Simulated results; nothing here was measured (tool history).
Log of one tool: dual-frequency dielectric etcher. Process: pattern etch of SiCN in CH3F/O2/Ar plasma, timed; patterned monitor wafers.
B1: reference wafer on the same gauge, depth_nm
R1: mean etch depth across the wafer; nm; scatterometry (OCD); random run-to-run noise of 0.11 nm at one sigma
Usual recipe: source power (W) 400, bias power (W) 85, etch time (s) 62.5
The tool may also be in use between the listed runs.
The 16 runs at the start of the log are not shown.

-- hour=699.3 upper electrode replaced
run 17 hour=710.5 | source_power_(W)=400 bias_power_(W)=66 etch_time_(s)=62.5 | B1=30.89 | R1=25.69
run 18 hour=737.4 | source_power_(W)=400 bias_power_(W)=85 etch_time_(s)=72.5 | B1=30.87 | R1=31.65
-- hour=763.1 wet clean of the chamber
run 19 hour=777.3 | source_power_(W)=350 bias_power_(W)=85 etch_time_(s)=62.5 | B1=30.82 | R1=25.14
run 20 hour=827.4 | source_power_(W)=360 bias_power_(W)=85 etch_time_(s)=62.5 | B1=30.76 | R1=25.55
run 21 hour=883.2 | source_power_(W)=340 bias_power_(W)=70 etch_time_(s)=70.0 | B1=30.68 | R1=26.29
run 22 hour=921.5 | source_power_(W)=300 bias_power_(W)=85 etch_time_(s)=62.5 | B1=30.63 | R1=22.32
run 23 hour=955.2 | source_power_(W)=400 bias_power_(W)=85 etch_time_(s)=62.5 | B1=30.58 | R1=27.19
-- hour=978.4 bias power generator calibrated
run 24 hour=1000.3 | source_power_(W)=400 bias_power_(W)=85 etch_time_(s)=62.5 | B1=30.55 | R1=26.97
run 25 hour=1054.5 | source_power_(W)=400 bias_power_(W)=100 etch_time_(s)=55.5 | B1=30.46 | R1=24.83
run 26 hour=1100.4 | source_power_(W)=330 bias_power_(W)=67 etch_time_(s)=54.0 | B1=30.41 | R1=19.51
run 27 hour=1161.2 | source_power_(W)=310 bias_power_(W)=70 etch_time_(s)=81.5 | B1=30.31 | R1=28.42
-- hour=1223.6 wet clean of the chamber
run 28 hour=1224.1 | source_power_(W)=490 bias_power_(W)=85 etch_time_(s)=51.0 | B1=30.24 | R1=24.48
run 29 hour=1259.2 | source_power_(W)=330 bias_power_(W)=98 etch_time_(s)=79.0 | B1=30.21 | R1=30.92
run 30 hour=1291.2 | source_power_(W)=400 bias_power_(W)=85 etch_time_(s)=54.5 | B1=30.15 | R1=23.17

Below are 4 alternative next runs, each starting from the tool's condition after run 30. Predict each:
run A hour=1291.6 | source_power_(W)=400 bias_power_(W)=85 etch_time_(s)=62.5 | B1=? | R1=?
run B hour=1291.6 | source_power_(W)=400 bias_power_(W)=66 etch_time_(s)=46.0 | B1=? | R1=?
run C hour=1291.6 | source_power_(W)=400 bias_power_(W)=99 etch_time_(s)=51.0 | B1=? | R1=?
run D hour=1291.6 | source_power_(W)=500 bias_power_(W)=69 etch_time_(s)=62.5 | B1=? | R1=?

run=A B1=30.19 R1=26.88
run=B B1=30.19 R1=18.65
run=C B1=30.19 R1=22.81
run=D B1=30.19 R1=29.05
Take away the tool's hidden state, keep each run's random variation, and the runs would have read:
run=A R1=27.89
run=B R1=19.35
run=C R1=23.67
run=D R1=30.14
